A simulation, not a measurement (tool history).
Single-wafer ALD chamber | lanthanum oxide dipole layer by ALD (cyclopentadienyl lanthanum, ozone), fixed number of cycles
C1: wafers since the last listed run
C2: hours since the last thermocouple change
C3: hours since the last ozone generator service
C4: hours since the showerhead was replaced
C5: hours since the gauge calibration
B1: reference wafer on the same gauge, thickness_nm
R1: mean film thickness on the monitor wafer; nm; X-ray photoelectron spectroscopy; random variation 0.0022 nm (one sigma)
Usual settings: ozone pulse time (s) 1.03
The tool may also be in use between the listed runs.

Run 1, hour 0: usual settings; C1 0; C2 2044.1; C3 26.3; C4 4764.4; C5 98.3; B1 0.462. Result: R1 0.487 nm.
Run 2, hour 23: usual settings; C1 609; C2 2067.1; C3 49.3; C4 4787.4; C5 121.3; B1 0.463. Result: R1 0.487 nm.
Run 3, hour 43.7: usual settings; C1 548; C2 2087.8; C3 70; C4 4808.1; C5 142; B1 0.462. Result: R1 0.484 nm.
Run 4, hour 59.8: usual settings but ozone pulse time (s) 1.31; C1 426; C2 2103.9; C3 86.1; C4 4824.2; C5 158.1; B1 0.461. Result: R1 0.533 nm.
Run 5, hour 79.5: usual settings but ozone pulse time (s) 1.31; C1 522; C2 2123.6; C3 105.8; C4 4843.9; C5 177.8; B1 0.463. Result: R1 0.534 nm.
Run 6, hour 109.2: usual settings but ozone pulse time (s) 1.31; C1 787; C2 2153.3; C3 135.5; C4 4873.6; C5 207.5; B1 0.463. Result: R1 0.53 nm.
Run 7, hour 139.8: usual settings; C1 811; C2 2183.9; C3 166.1; C4 4904.2; C5 238.1; B1 0.462. Result: R1 0.483 nm.
Run 8, hour 172.5: usual settings but ozone pulse time (s) 1.27; C1 867; C2 2216.6; C3 198.8; C4 4936.9; C5 270.8; B1 0.462. Result: R1 0.522 nm.
Run 9, hour 190.4: usual settings; C1 474; C2 2234.5; C3 216.7; C4 4954.8; C5 288.7; B1 0.461. Result: R1 0.478 nm.
Run 10, hour 211.5: usual settings; C1 559; C2 2255.6; C3 237.8; C4 4975.9; C5 309.8; B1 0.462. Result: R1 0.477 nm.
Run 11, hour 236.4: usual settings; C1 660; C2 2280.5; C3 262.7; C4 5000.8; C5 334.7; B1 0.462. Result: R1 0.476 nm.
Run 12, hour 343.6: usual settings; C1 2842; C2 2387.7; C3 369.9; C4 5108; C5 441.9; B1 0.462. Result: R1 0.473 nm.
Run 13, hour 356.1: usual settings but ozone pulse time (s) 0.93; C1 331; C2 2400.2; C3 382.4; C4 5120.5; C5 454.4; B1 0.461. Result: R1 0.443 nm.
At hour 384.2: thermocouple changed; heater temperature recalibrated.
Run 14, hour 384.7: usual settings but ozone pulse time (s) 1.22; C1 546; C2 0.5; C3 411; C4 5149.1; C5 483; B1 0.462. Result: R1 0.516 nm.
Run 15, hour 404.8: usual settings; C1 532; C2 20.6; C3 431.1; C4 5169.2; C5 503.1; B1 0.462. Result: R1 0.473 nm.
Run 16, hour 417.4: usual settings but ozone pulse time (s) 1.26; C1 334; C2 33.2; C3 443.7; C4 5181.8; C5 515.7; B1 0.463. Result: R1 0.517 nm.
At hour 420.2: gauge calibrated.
Run 17, hour 444.3: usual settings but ozone pulse time (s) 0.88; C1 713; C2 60.1; C3 470.6; C4 5208.7; C5 24.1; B1 0.462. Result: R1 0.419 nm.
Run 18, hour 465.1: usual settings but ozone pulse time (s) 0.82; C1 551; C2 80.9; C3 491.4; C4 5229.5; C5 44.9; B1 0.463. Result: R1 0.39 nm.
At hour 479.2: ozone generator serviced.
Run 19, hour 485.7: usual settings but ozone pulse time (s) 0.75; C1 334; C2 101.5; C3 6.5; C4 5250.1; C5 65.5; B1 0.462. Result: R1 0.375 nm.

The next listed run, before its measurement:
Run 20, hour 521: usual settings but ozone pulse time (s) 1.42; C1 935; C2 136.8; C3 41.8; C4 5285.4; C5 100.8; B1 ?. Result: R1 ?.

Run 20 gave B1 0.462, R1 0.544 nm.
Without the tool's hidden state the same run would have given R1 0.547 nm.

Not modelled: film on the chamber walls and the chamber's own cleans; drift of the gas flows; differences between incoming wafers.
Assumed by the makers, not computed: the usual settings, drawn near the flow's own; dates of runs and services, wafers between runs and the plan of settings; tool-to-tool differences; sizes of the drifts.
